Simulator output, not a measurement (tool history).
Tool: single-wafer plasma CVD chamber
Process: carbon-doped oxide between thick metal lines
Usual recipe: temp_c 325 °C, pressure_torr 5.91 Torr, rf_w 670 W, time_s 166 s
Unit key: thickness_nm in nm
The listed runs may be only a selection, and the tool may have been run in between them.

| run | day | temp_c | pressure_torr | rf_w | time_s | read-back reference wafer on the same gauge, thickness_nm | thickness_nm |
|---|---|---|---|---|---|---|---|
| 1 | 0 | 325 | 5.91 | 670 | 166 | 1224.221 | 1092.328 |
| 2 | 3.758 | 325 | 5.91 | 670 | 166 | 1222.466 | 1095.762 |
|  | 4.133 | capacitance manometer re-zeroed and calibrated |
| 3 | 6.871 | 325 | 5.91 | 670 | 166 | 1225.617 | 1083.904 |
| 4 | 11.175 | 325 | 5.91 | 565 | 143 | 1227.414 | 849.263 |
| 5 | 12.788 | 325 | 5.91 | 670 | 195 | 1225.246 | 1273.803 |
| 6 | 16.946 | 315 | 5.91 | 670 | 193 | 1224.543 | 1303.716 |
| 7 | 18.7 | 318 | 5.34 | 785 | 166 | 1223.818 | 1194.261 |
|  | 19.512 | gauge calibrated |
| 8 | 20.754 | 318 | 5.91 | 800 | 157 | 1189.277 | 1132.083 |
| 9 | 24.592 | 329 | 5.91 | 670 | 140 | 1193.028 | 884.411 |
| 10 | 27.071 | 339 | 5.91 | 670 | 181 | 1195.142 | 1107.966 |
| 11 | 29.229 | 317 | 6.4 | 670 | 166 | 1196.586 | 1092.344 |
| 12 | 32.833 | 325 | 5.91 | 670 | 166 | 1199.161 | 1061.272 |
| 13 | 34.862 | 329 | 5.91 | 670 | 166 | 1199.166 | 1052.621 |
| 14 | 38.338 | 325 | 5.1 | 670 | 166 | 1201.381 | 1051.427 |
| 15 | 41.962 | 325 | 7.14 | 670 | 166 | 1200.211 | 1095.305 |
| 16 | 44.188 | 320 | 5.91 | 670 | 166 | 1205.245 | 1080.141 |
| 17 | 46.067 | 313 | 6.29 | 670 | 137 | 1205.828 | 925.177 |
| 18 | 49.404 | 320 | 7.14 | 670 | 178 | 1206.565 | 1183.242 |
| 19 | 52.758 | 325 | 5.91 | 670 | 166 | 1208.339 | 1075.469 |

Run 20 has not been measured yet. What should we expect?
| 20 | 56.862 | 325 | 5.91 | 555 | 142 | ? | ? |

{"run 20": {"read-back reference wafer on the same gauge, thickness_nm": 1210.172, "thickness_nm": 819.429}}
With no hidden state in the tool, this same run would have given thickness_nm 806.489 nm.

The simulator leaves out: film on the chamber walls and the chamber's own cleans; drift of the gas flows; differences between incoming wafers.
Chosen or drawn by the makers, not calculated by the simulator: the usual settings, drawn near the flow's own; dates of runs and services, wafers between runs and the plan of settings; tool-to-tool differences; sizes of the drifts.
